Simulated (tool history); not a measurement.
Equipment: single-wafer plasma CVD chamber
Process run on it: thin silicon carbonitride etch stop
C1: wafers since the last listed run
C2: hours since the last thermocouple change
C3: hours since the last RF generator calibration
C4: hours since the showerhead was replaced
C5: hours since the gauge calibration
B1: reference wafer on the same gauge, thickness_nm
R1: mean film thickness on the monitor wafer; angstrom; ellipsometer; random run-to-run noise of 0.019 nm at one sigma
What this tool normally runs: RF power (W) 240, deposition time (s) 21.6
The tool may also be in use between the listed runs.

{"run": 1, "hour": 0.0, "RF power (W)": 200, "deposition time (s)": 21.6, "C1": 0, "C2": 1538, "C3": 2318.8, "C4": 2830.4, "C5": 61.1, "B1": 10.485, "R1": 122.23}
{"run": 2, "hour": 16.4, "RF power (W)": 220, "deposition time (s)": 21.6, "C1": 564, "C2": 1554.4, "C3": 2335.2, "C4": 2846.8, "C5": 77.5, "B1": 10.48, "R1": 126.03}
{"run": 3, "hour": 32.9, "RF power (W)": 240, "deposition time (s)": 21.6, "C1": 568, "C2": 1570.9, "C3": 2351.7, "C4": 2863.3, "C5": 94, "B1": 10.47, "R1": 129.56}
{"run": 4, "hour": 48.8, "RF power (W)": 240, "deposition time (s)": 21.6, "C1": 547, "C2": 1586.8, "C3": 2367.6, "C4": 2879.2, "C5": 109.9, "B1": 10.465, "R1": 129.34}
{"run": 5, "hour": 58.9, "RF power (W)": 265, "deposition time (s)": 21.6, "C1": 347, "C2": 1596.9, "C3": 2377.7, "C4": 2889.3, "C5": 120, "B1": 10.463, "R1": 133.97}
{"run": 6, "hour": 76.6, "RF power (W)": 265, "deposition time (s)": 21.6, "C1": 609, "C2": 1614.6, "C3": 2395.4, "C4": 2907, "C5": 137.7, "B1": 10.457, "R1": 133.4}
{"run": 7, "hour": 83.5, "RF power (W)": 265, "deposition time (s)": 21.6, "C1": 237, "C2": 1621.5, "C3": 2402.3, "C4": 2913.9, "C5": 144.6, "B1": 10.452, "R1": 133.68}
{"run": 8, "hour": 93.2, "RF power (W)": 240, "deposition time (s)": 21.6, "C1": 334, "C2": 1631.2, "C3": 2412, "C4": 2923.6, "C5": 154.3, "B1": 10.446, "R1": 129.35}
{"run": 9, "hour": 123.4, "RF power (W)": 240, "deposition time (s)": 21.6, "C1": 1040, "C2": 1661.4, "C3": 2442.2, "C4": 2953.8, "C5": 184.5, "B1": 10.439, "R1": 129.16}
{"run": 10, "hour": 130.3, "RF power (W)": 240, "deposition time (s)": 21.6, "C1": 237, "C2": 1668.3, "C3": 2449.1, "C4": 2960.7, "C5": 191.4, "B1": 10.434, "R1": 129.22}
{"run": 11, "hour": 144.1, "RF power (W)": 240, "deposition time (s)": 21.6, "C1": 475, "C2": 1682.1, "C3": 2462.9, "C4": 2974.5, "C5": 205.2, "B1": 10.424, "R1": 129.32}
{"hour": 155.1, "done": "showerhead replaced"}
{"hour": 155.2, "done": "RF generator calibrated"}
{"run": 12, "hour": 158.1, "RF power (W)": 240, "deposition time (s)": 21.6, "C1": 201, "C2": 1696.1, "C3": 2.9, "C4": 3, "C5": 219.2, "B1": 10.418, "R1": 128.87}
{"run": 13, "hour": 164.2, "RF power (W)": 240, "deposition time (s)": 21.6, "C1": 210, "C2": 1702.2, "C3": 9, "C4": 9.1, "C5": 225.3, "B1": 10.418, "R1": 129.05}
{"run": 14, "hour": 170.3, "RF power (W)": 240, "deposition time (s)": 18.4, "C1": 210, "C2": 1708.3, "C3": 15.1, "C4": 15.2, "C5": 231.4, "B1": 10.414, "R1": 109.8}
{"run": 15, "hour": 180.7, "RF power (W)": 240, "deposition time (s)": 18.4, "C1": 358, "C2": 1718.7, "C3": 25.5, "C4": 25.6, "C5": 241.8, "B1": 10.412, "R1": 109.95}
{"run": 16, "hour": 187.8, "RF power (W)": 265, "deposition time (s)": 20.3, "C1": 244, "C2": 1725.8, "C3": 32.6, "C4": 32.7, "C5": 248.9, "B1": 10.405, "R1": 124.94}
{"run": 17, "hour": 200.7, "RF power (W)": 240, "deposition time (s)": 25.7, "C1": 444, "C2": 1738.7, "C3": 45.5, "C4": 45.6, "C5": 261.8, "B1": 10.399, "R1": 153.31}
{"hour": 214.4, "done": "gauge calibrated"}
{"hour": 221.4, "done": "thermocouple changed; heater temperature recalibrated"}
{"run": 18, "hour": 232.4, "RF power (W)": 280, "deposition time (s)": 25.1, "C1": 816, "C2": 11, "C3": 77.2, "C4": 77.3, "C5": 18, "B1": 10.505, "R1": 158.92}
{"run": 19, "hour": 238.7, "RF power (W)": 240, "deposition time (s)": 18.4, "C1": 217, "C2": 17.3, "C3": 83.5, "C4": 83.6, "C5": 24.3, "B1": 10.502, "R1": 111.15}
{"run": 20, "hour": 246.7, "RF power (W)": 270, "deposition time (s)": 23, "C1": 275, "C2": 25.3, "C3": 91.5, "C4": 91.6, "C5": 32.3, "B1": 10.503, "R1": 143.52}
{"run": 21, "hour": 259.1, "RF power (W)": 240, "deposition time (s)": 25.8, "C1": 427, "C2": 37.7, "C3": 103.9, "C4": 104, "C5": 44.7, "B1": 10.497, "R1": 155.37}
{"run": 22, "hour": 275.6, "RF power (W)": 270, "deposition time (s)": 21.6, "C1": 568, "C2": 54.2, "C3": 120.4, "C4": 120.5, "C5": 61.2, "B1": 10.488, "R1": 135.09}
{"run": 23, "hour": 284.3, "RF power (W)": 205, "deposition time (s)": 23.9, "C1": 299, "C2": 62.9, "C3": 129.1, "C4": 129.2, "C5": 69.9, "B1": 10.484, "R1": 136.27}
{"run": 24, "hour": 298.6, "RF power (W)": 240, "deposition time (s)": 21.6, "C1": 492, "C2": 77.2, "C3": 143.4, "C4": 143.5, "C5": 84.2, "B1": 10.476, "R1": 129.46}
{"run": 25, "hour": 312.7, "RF power (W)": 200, "deposition time (s)": 18.7, "C1": 485, "C2": 91.3, "C3": 157.5, "C4": 157.6, "C5": 98.3, "B1": 10.474, "R1": 105.65}
{"run": 26, "hour": 321.2, "RF power (W)": 240, "deposition time (s)": 21.6, "C1": 292, "C2": 99.8, "C3": 166, "C4": 166.1, "C5": 106.8, "B1": 10.47, "R1": 129.9}
{"run": 27, "hour": 330.2, "RF power (W)": 255, "deposition time (s)": 19.3, "C1": 310, "C2": 108.8, "C3": 175, "C4": 175.1, "C5": 115.8, "B1": 10.466, "R1": 117.87}
{"run": 28, "hour": 345.8, "RF power (W)": 265, "deposition time (s)": 20.2, "C1": 537, "C2": 124.4, "C3": 190.6, "C4": 190.7, "C5": 131.4, "B1": 10.459, "R1": 124.95}
{"run": 29, "hour": 362.6, "RF power (W)": 255, "deposition time (s)": 25.4, "C1": 578, "C2": 141.2, "C3": 207.4, "C4": 207.5, "C5": 148.2, "B1": 10.45, "R1": 155.44}
{"run": 30, "hour": 371.5, "RF power (W)": 240, "deposition time (s)": 21.6, "C1": 306, "C2": 150.1, "C3": 216.3, "C4": 216.4, "C5": 157.1, "B1": 10.447, "R1": 129.51}
{"run": 31, "hour": 379.0, "RF power (W)": 240, "deposition time (s)": 18, "C1": 258, "C2": 157.6, "C3": 223.8, "C4": 223.9, "C5": 164.6, "B1": 10.446, "R1": 107.81}

Here are 4 independent what-if runs from the current tool condition. What would each one return?
{"run": "A", "hour": 379.4, "RF power (W)": 240, "deposition time (s)": 24.3, "C1": 13, "C2": 158, "C3": 224.2, "C4": 224.3, "C5": 165, "B1": "?", "R1": "?"}
{"run": "B", "hour": 379.4, "RF power (W)": 275, "deposition time (s)": 17.8, "C1": 13, "C2": 158, "C3": 224.2, "C4": 224.3, "C5": 165, "B1": "?", "R1": "?"}
{"run": "C", "hour": 379.4, "RF power (W)": 240, "deposition time (s)": 23.9, "C1": 13, "C2": 158, "C3": 224.2, "C4": 224.3, "C5": 165, "B1": "?", "R1": "?"}
{"run": "D", "hour": 379.4, "RF power (W)": 240, "deposition time (s)": 25.2, "C1": 13, "C2": 158, "C3": 224.2, "C4": 224.3, "C5": 165, "B1": "?", "R1": "?"}

run=A B1=10.442 R1=145.53
run=B B1=10.442 R1=111.49
run=C B1=10.442 R1=143.14
run=D B1=10.442 R1=150.92
With the hidden condition removed and each run's random variation left untouched, the same runs would have given:
run=A R1=146.3
run=B R1=112.08
run=C R1=143.89
run=D R1=151.72

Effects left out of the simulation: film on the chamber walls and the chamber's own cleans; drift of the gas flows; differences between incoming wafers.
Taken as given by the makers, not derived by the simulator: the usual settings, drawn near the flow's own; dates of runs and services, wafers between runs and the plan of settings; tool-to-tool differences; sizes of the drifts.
